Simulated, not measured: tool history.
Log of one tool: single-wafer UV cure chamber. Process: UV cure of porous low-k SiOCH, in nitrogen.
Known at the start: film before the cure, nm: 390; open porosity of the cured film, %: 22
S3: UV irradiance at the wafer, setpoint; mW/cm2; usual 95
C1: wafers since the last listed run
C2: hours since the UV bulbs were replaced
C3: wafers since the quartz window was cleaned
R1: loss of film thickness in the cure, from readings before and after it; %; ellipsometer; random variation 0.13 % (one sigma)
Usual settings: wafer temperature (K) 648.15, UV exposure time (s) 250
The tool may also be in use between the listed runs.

{"run": 1, "hour": 0.0, "wafer temperature (K)": 648.15, "UV exposure time (s)": 250, "S3": 95, "C1": 0, "C2": 1603.3, "C3": 1541, "R1": 11.572}
{"run": 2, "hour": 11.9, "wafer temperature (K)": 648.15, "UV exposure time (s)": 250, "S3": 95, "C1": 88, "C2": 1615.2, "C3": 1630, "R1": 11.374}
{"run": 3, "hour": 24.9, "wafer temperature (K)": 648.15, "UV exposure time (s)": 250, "S3": 95, "C1": 97, "C2": 1628.2, "C3": 1727, "R1": 11.166}
{"run": 4, "hour": 32.4, "wafer temperature (K)": 648.15, "UV exposure time (s)": 210, "S3": 95, "C1": 55, "C2": 1635.7, "C3": 1783, "R1": 10.54}
{"run": 5, "hour": 45.7, "wafer temperature (K)": 648.15, "UV exposure time (s)": 210, "S3": 95, "C1": 99, "C2": 1649, "C3": 1882, "R1": 10.619}
{"run": 6, "hour": 54.1, "wafer temperature (K)": 648.15, "UV exposure time (s)": 170, "S3": 95, "C1": 62, "C2": 1657.4, "C3": 1945, "R1": 9.43}
{"run": 7, "hour": 60.8, "wafer temperature (K)": 648.15, "UV exposure time (s)": 250, "S3": 64, "C1": 50, "C2": 1664.1, "C3": 1995, "R1": 9.474}
{"run": 8, "hour": 67.0, "wafer temperature (K)": 648.15, "UV exposure time (s)": 250, "S3": 64, "C1": 46, "C2": 1670.3, "C3": 2041, "R1": 9.514}
{"run": 9, "hour": 83.9, "wafer temperature (K)": 648.15, "UV exposure time (s)": 250, "S3": 64, "C1": 126, "C2": 1687.2, "C3": 2168, "R1": 9.417}
{"run": 10, "hour": 99.1, "wafer temperature (K)": 642.15, "UV exposure time (s)": 155, "S3": 95, "C1": 113, "C2": 1702.4, "C3": 2281, "R1": 8.854}
{"run": 11, "hour": 105.9, "wafer temperature (K)": 636.15, "UV exposure time (s)": 345, "S3": 123, "C1": 50, "C2": 1709.2, "C3": 2332, "R1": 13.735}
{"hour": 119.5, "done": "UV bulbs replaced"}
{"hour": 127.1, "done": "quartz window cleaned"}
{"run": 12, "hour": 127.6, "wafer temperature (K)": 648.15, "UV exposure time (s)": 165, "S3": 122, "C1": 45, "C2": 8.1, "C3": 4, "R1": 11.332}

Run 13 comes next. What will it give?
{"run": 13, "hour": 127.9, "wafer temperature (K)": 648.15, "UV exposure time (s)": 110, "S3": 95, "C1": 2, "C2": 8.4, "C3": 6, "R1": "?"}

{"run 13": {"R1": 8.136}}
Without the tool's hidden state the same run would have given R1 8.307 %.

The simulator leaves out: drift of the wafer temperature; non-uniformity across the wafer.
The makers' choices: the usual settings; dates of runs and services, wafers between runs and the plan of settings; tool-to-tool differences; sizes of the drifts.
